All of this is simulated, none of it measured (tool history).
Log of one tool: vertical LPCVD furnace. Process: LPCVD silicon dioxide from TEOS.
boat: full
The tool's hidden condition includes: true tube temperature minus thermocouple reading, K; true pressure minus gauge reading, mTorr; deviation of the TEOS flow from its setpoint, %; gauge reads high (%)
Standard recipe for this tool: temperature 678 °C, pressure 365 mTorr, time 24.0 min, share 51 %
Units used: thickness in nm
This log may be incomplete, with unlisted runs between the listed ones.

run	hour	temperature	pressure	time	share	wafers since the last listed run	hours since the last temperature calibration	hours since the pressure gauge was zeroed	hours since the TEOS flow controller was replaced	hours since the gauge calibration	read-back reference wafer on the same gauge, thickness	thickness
1	0.0	678	310	24.0	51	0	2255.0	1176.3	2677.8	506.2	90.98	80.90
2	123.8	678	435	24.0	51	1413	2378.8	1300.1	2801.6	630.0	91.06	96.14
3	161.0	678	435	24.0	51	424	2416.0	1337.3	2838.8	667.2	91.00	95.87
4	198.8	678	435	24.0	51	431	2453.8	1375.1	2876.6	705.0	90.86	96.06
5	276.3	678	385	24.0	45	885	2531.3	1452.6	2954.1	782.5	91.02	84.68
6	369.7	678	385	24.0	45	1066	2624.7	1546.0	3047.5	875.9	90.97	84.24
7	436.6	678	365	24.0	51	763	2691.6	1612.9	3114.4	942.8	91.00	87.48
8	510.3	678	365	24.0	51	841	2765.3	1686.6	3188.1	1016.5	91.04	87.49
9	558.6	678	365	24.0	51	551	2813.6	1734.9	3236.4	1064.8	91.00	87.20
10	666.2	678	365	24.0	51	1228	2921.2	1842.5	3344.0	1172.4	90.98	87.08
11	752.4	678	365	24.0	51	984	3007.4	1928.7	3430.2	1258.6	91.00	87.19
12	808.4	675	365	18.5	51	639	3063.4	1984.7	3486.2	1314.6	90.93	62.14
# hour 833.3: TEOS flow controller replaced
# hour 849.5: pressure gauge zeroed
13	914.9	675	365	18.5	51	757	3169.9	65.4	81.6	1421.1	91.01	63.70
14	998.2	678	365	24.0	51	951	3253.2	148.7	164.9	1504.4	91.02	88.90
15	1068.2	685	365	18.0	51	799	3323.2	218.7	234.9	1574.4	91.02	78.91
16	1130.4	678	365	24.0	51	710	3385.4	280.9	297.1	1636.6	91.00	88.86
17	1219.3	678	340	24.0	51	1015	3474.3	369.8	386.0	1725.5	91.00	85.46
# hour 1242.4: gauge calibrated
18	1313.8	683	320	20.0	55	1079	3568.8	464.3	480.5	71.4	90.92	80.84
19	1370.6	683	365	24.0	44	648	3625.6	521.1	537.3	128.2	91.00	92.75
# hour 1483.7: thermocouples replaced and temperature profile calibrated
20	1484.2	678	365	24.0	51	1023	0.5	634.7	650.9	241.8	91.10	88.57
21	1520.6	683	290	28.5	48	415	36.9	671.1	687.3	278.2	91.01	102.12
22	1623.8	678	365	24.0	51	1178	140.1	774.3	790.5	381.4	91.00	88.13
23	1700.4	672	430	24.0	51	874	216.7	850.9	867.1	458.0	91.00	82.78
24	1801.7	678	365	24.0	51	1156	318.0	952.2	968.4	559.3	90.95	88.03
25	1843.5	678	365	28.0	51	477	359.8	994.0	1010.2	601.1	91.07	102.59

The next listed run, before its measurement:
26	2119.2	669	415	33.0	51	3148	635.5	1269.7	1285.9	876.8	?	?

{"run 26": {"read-back reference wafer on the same gauge, thickness": 91.03, "thickness": 103.39}}
Without the tool's hidden state the same run would have given thickness 104.93 nm.
